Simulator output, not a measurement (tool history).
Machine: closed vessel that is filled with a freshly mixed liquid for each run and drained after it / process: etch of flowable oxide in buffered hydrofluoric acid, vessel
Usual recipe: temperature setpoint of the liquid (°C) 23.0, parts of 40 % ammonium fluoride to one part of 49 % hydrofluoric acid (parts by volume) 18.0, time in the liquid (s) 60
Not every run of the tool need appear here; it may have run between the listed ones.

run	hour	temperature setpoint of the liquid (°C)	parts of 40 % ammonium fluoride to one part of 49 % hydrofluoric acid (parts by volume)	time in the liquid (s)	wafers since the last listed run	hours since the thermometer was replaced	hours since the hydrofluoric acid flow meter was replaced	hours since the gauge calibration	read-back film thickness of the flowable oxide reference wafer, read on the same gauge (nm)	thickness taken off the flowable oxide on a monitor wafer (Å)
1	0.0	19.5	18.0	60	0	1596.2	1229.9	52.3	39.95	750.6
2	10.3	19.5	18.0	60	913	1606.5	1240.2	62.6	39.97	755.7
3	26.1	19.5	18.0	60	1400	1622.3	1256.0	78.4	40.01	755.7
# hour 30.8: gauge calibrated
4	42.6	23.0	18.0	60	1462	1638.8	1272.5	11.8	40.00	906.7
5	52.5	23.0	21.0	60	877	1648.7	1282.4	21.7	39.94	782.9
6	58.7	23.0	21.0	60	549	1654.9	1288.6	27.9	40.02	796.3
# hour 65.4: thermometer replaced
7	69.6	23.0	18.0	60	877	4.2	1299.5	38.8	40.01	909.0
8	76.7	23.0	18.0	75	629	11.3	1306.6	45.9	39.98	1130.6
9	88.0	21.5	12.5	40	1001	22.6	1317.9	57.2	39.99	796.3
10	95.9	27.5	15.5	60	700	30.5	1325.8	65.1	39.99	1350.3
# hour 101.6: hydrofluoric acid flow meter replaced
# hour 109.5: gauge calibrated
11	109.6	23.0	20.5	30	1125	44.2	8.0	0.1	40.00	401.5

For run 12, what comes out?
12	120.3	23.0	18.0	60	948	54.9	18.7	10.8	?	?

read-back film thickness of the flowable oxide reference wafer, read on the same gauge (nm): 40.00
thickness taken off the flowable oxide on a monitor wafer (Å): 919.8
The same run, on a tool lacking any hidden state, would have yielded thickness taken off the flowable oxide on a monitor wafer (Å) 919.8.
